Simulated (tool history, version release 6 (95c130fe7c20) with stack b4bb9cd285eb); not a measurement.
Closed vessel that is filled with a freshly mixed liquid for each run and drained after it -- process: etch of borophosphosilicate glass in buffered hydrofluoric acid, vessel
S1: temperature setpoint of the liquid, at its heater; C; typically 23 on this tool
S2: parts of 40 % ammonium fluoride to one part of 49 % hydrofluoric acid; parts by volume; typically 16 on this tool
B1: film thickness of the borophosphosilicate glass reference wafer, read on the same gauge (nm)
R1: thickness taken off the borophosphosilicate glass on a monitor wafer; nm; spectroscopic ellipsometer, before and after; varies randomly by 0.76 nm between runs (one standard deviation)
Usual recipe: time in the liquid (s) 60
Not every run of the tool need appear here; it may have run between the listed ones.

run 1 day=0 | S1=26 S2=12.5 time_in_the_liquid_(s)=60 | B1=110.02 | R1=140.15
run 2 day=0.567 | S1=26 S2=12.5 time_in_the_liquid_(s)=60 | B1=110 | R1=137.25
run 3 day=1.383 | S1=20 S2=16 time_in_the_liquid_(s)=60 | B1=109.97 | R1=78.11
run 4 day=2.642 | S1=20 S2=16 time_in_the_liquid_(s)=60 | B1=109.99 | R1=79.25
run 5 day=3.6 | S1=20.5 S2=16 time_in_the_liquid_(s)=60 | B1=110 | R1=80.5
run 6 day=4.467 | S1=20.5 S2=16 time_in_the_liquid_(s)=60 | B1=110.01 | R1=80.35
run 7 day=5.617 | S1=20.5 S2=16 time_in_the_liquid_(s)=60 | B1=110.01 | R1=80.16
run 8 day=9.783 | S1=25 S2=16 time_in_the_liquid_(s)=60 | B1=110.01 | R1=100.31
-- day=10.462 gauge calibrated
run 9 day=10.921 | S1=25 S2=16 time_in_the_liquid_(s)=60 | B1=110 | R1=101.47
run 10 day=11.562 | S1=25.5 S2=19.5 time_in_the_liquid_(s)=60 | B1=110.02 | R1=88.31
run 11 day=12.35 | S1=23 S2=16 time_in_the_liquid_(s)=60 | B1=110.02 | R1=91.18
-- day=13.012 thermometer replaced
run 12 day=13.608 | S1=21 S2=10 time_in_the_liquid_(s)=95 | B1=109.99 | R1=204.74
run 13 day=14.417 | S1=20.5 S2=16 time_in_the_liquid_(s)=60 | B1=110 | R1=78.72
-- day=14.65 hydrofluoric acid flow meter replaced
run 14 day=15.062 | S1=26 S2=21.5 time_in_the_liquid_(s)=60 | B1=110.03 | R1=90.4
run 15 day=16.483 | S1=18 S2=16 time_in_the_liquid_(s)=60 | B1=110 | R1=76.52

What does the tool deliver on the next run?
run 16 day=17.179 | S1=26.5 S2=18 time_in_the_liquid_(s)=85 | B1=? | R1=?

B1: 109.99
R1: 151.61 nm
Minus the tool's unlogged condition, the same run would have read R1 152.97 nm.
